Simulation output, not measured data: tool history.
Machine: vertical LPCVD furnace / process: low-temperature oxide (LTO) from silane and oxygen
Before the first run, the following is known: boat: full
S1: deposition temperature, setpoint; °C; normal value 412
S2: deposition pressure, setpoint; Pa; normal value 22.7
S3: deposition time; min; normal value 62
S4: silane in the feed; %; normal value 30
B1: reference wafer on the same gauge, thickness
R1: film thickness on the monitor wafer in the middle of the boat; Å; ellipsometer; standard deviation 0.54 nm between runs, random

run   hour   S1    S2    S3  S4      B1      R1
  1      0  412  22.7    62  30  421.99  3752.6
  2   12.1  412  22.7  53.5  30  421.72  3238.5
  3   25.7  412  22.7  53.5  30  421.91    3236
  4   32.7  412  22.7  53.5  30  421.96  3235.6
  5   47.3  412  22.7    62  30  421.93  3746.1
  6   57.2  412  22.7    62  30  421.95  3742.7
  7   71.2  412  22.7    62  30  422.22  3753.1
  8   78.3  412  22.7    62  30  422.11  3764.8
      96.9  -- gauge calibrated
     105.2  -- pressure gauge zeroed
       123  -- silane flow controller replaced
  9  123.5  412  22.7    62  30  422.15  3758.8
 10  127.5  412  22.7    62  30  421.93  3762.1
 11  131.5  419  17.3    43  26  422.12    1751
 12  135.5  405  22.7  42.5  30  421.98  2384.1
     172.2  -- thermocouples replaced and temperature profile calibrated
 13  181.7  421  17.3    45  33  421.96  2518.4
 14  195.1  419  22.7    62  30  422.12  3892.1
 15    210  412    24  86.5  30  422.07  5328.8
 16    221  424  27.3  41.5  34  422.04  3941.9

Each row is a separate what-if for the run after 16, all from the same tool condition, not one after another. Results?
  A  225.1  408  22.7    62  30   ?   ?
  B  225.1  417  22.7    69  30   ?   ?
  C  225.1  423    24  85.5  27   ?   ?
  D  225.1  418  17.3    62  32   ?   ?

run      B1      R1
  A  422.05    3449
  B  422.05  4250.6
  C  422.05  5119.8
  D  422.05  3230.3
Take away the tool's hidden state, keep each run's random variation, and the runs would have read:
run      R1
  A  3430.8
  B  4228.9
  C  5093.6
  D  3214.1
